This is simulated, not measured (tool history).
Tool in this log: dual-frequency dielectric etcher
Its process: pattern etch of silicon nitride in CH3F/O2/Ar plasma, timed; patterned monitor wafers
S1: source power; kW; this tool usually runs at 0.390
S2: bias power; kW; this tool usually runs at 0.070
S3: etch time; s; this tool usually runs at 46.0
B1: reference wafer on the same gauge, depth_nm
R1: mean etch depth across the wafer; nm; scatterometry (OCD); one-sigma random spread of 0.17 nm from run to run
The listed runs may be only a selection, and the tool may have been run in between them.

Run 1, hour 0.0: usual settings but S1 0.450 kW, S3 57.0 s; B1 40.62. Result: R1 46.49 nm.
At hour 27.7: source power generator calibrated.
Run 2, hour 33.8: usual settings but S3 41.5 s; B1 40.64. Result: R1 32.26 nm.
Run 3, hour 47.2: usual settings but S3 41.5 s; B1 40.51. Result: R1 32.58 nm.
Run 4, hour 58.6: usual settings but S3 41.5 s; B1 40.56. Result: R1 32.15 nm.
Run 5, hour 82.3: usual settings but S1 0.460 kW; B1 40.55. Result: R1 37.27 nm.
At hour 108.7: wet clean of the chamber.
At hour 116.6: upper electrode replaced.
Run 6, hour 117.1: usual settings but S1 0.460 kW; B1 40.66. Result: R1 37.36 nm.
Run 7, hour 117.4: usual settings; B1 40.46. Result: R1 35.99 nm.
Run 8, hour 117.7: usual settings but S1 0.300 kW, S2 0.061 kW, S3 34.0 s; B1 40.69. Result: R1 23.15 nm.
Run 9, hour 120.6: usual settings but S1 0.460 kW, S2 0.065 kW, S3 51.0 s; B1 40.64. Result: R1 39.92 nm.
Run 10, hour 131.8: usual settings; B1 40.63. Result: R1 35.56 nm.
Run 11, hour 138.1: usual settings but S1 0.300 kW, S2 0.059 kW, S3 38.0 s; B1 40.70. Result: R1 25.59 nm.
Run 12, hour 148.0: usual settings; B1 40.55. Result: R1 35.56 nm.
Run 13, hour 154.7: usual settings but S1 0.470 kW, S2 0.060 kW, S3 36.0 s; B1 40.61. Result: R1 27.53 nm.
Run 14, hour 169.5: usual settings but S2 0.081 kW; B1 40.59. Result: R1 38.25 nm.
Run 15, hour 178.2: usual settings but S1 0.320 kW; B1 40.70. Result: R1 33.76 nm.
Run 16, hour 193.3: usual settings but S1 0.470 kW, S2 0.062 kW, S3 51.0 s; B1 40.62. Result: R1 39.63 nm.
Run 17, hour 208.9: usual settings; B1 40.60. Result: R1 35.86 nm.
Run 18, hour 216.8: usual settings but S3 50.0 s; B1 40.61. Result: R1 38.78 nm.
Run 19, hour 229.4: usual settings but S1 0.420 kW, S2 0.079 kW; B1 40.48. Result: R1 38.36 nm.
Run 20, hour 238.0: usual settings but S1 0.360 kW, S3 58.0 s; B1 40.62. Result: R1 43.83 nm.
Run 21, hour 251.3: usual settings but S1 0.350 kW; B1 40.53. Result: R1 35.03 nm.
At hour 259.5: bias power generator calibrated.
At hour 260.9: gauge calibrated.
Run 22, hour 265.9: usual settings; B1 40.63. Result: R1 36.02 nm.
Run 23, hour 278.1: usual settings but S1 0.330 kW, S2 0.084 kW, S3 32.0 s; B1 40.59. Result: R1 25.63 nm.
Run 24, hour 294.6: usual settings; B1 40.59. Result: R1 35.90 nm.
Run 25, hour 309.7: usual settings but S1 0.470 kW, S2 0.078 kW, S3 50.5 s; B1 40.68. Result: R1 43.31 nm.
Run 26, hour 317.6: usual settings but S3 51.5 s; B1 40.64. Result: R1 39.96 nm.
Run 27, hour 327.2: usual settings but S2 0.064 kW, S3 40.0 s; B1 40.60. Result: R1 29.82 nm.
Run 28, hour 344.4: usual settings but S2 0.083 kW, S3 57.5 s; B1 40.50. Result: R1 47.99 nm.
Run 29, hour 387.9: usual settings but S1 0.420 kW, S2 0.062 kW, S3 38.5 s; B1 40.58. Result: R1 28.85 nm.

5 ways to go on from here, each from the tool as it stands after run 29. What would each give?
Run A, hour 388.3: usual settings but S3 32.5 s; B1 ?. Result: R1 ?.
Run B, hour 388.3: usual settings but S1 0.290 kW, S2 0.058 kW, S3 50.0 s; B1 ?. Result: R1 ?.
Run C, hour 388.3: usual settings but S2 0.080 kW; B1 ?. Result: R1 ?.
Run D, hour 388.3: usual settings but S1 0.320 kW, S2 0.053 kW; B1 ?. Result: R1 ?.
Run E, hour 388.3: usual settings but S1 0.420 kW; B1 ?. Result: R1 ?.

run     B1     R1
  A  40.55  25.27
  B  40.55  33.13
  C  40.55  37.93
  D  40.55  30.02
  E  40.55  36.50
Without the tool's unlogged condition, the same runs would have read:
run     R1
  A  25.27
  B  33.13
  C  37.93
  D  30.02
  E  36.50

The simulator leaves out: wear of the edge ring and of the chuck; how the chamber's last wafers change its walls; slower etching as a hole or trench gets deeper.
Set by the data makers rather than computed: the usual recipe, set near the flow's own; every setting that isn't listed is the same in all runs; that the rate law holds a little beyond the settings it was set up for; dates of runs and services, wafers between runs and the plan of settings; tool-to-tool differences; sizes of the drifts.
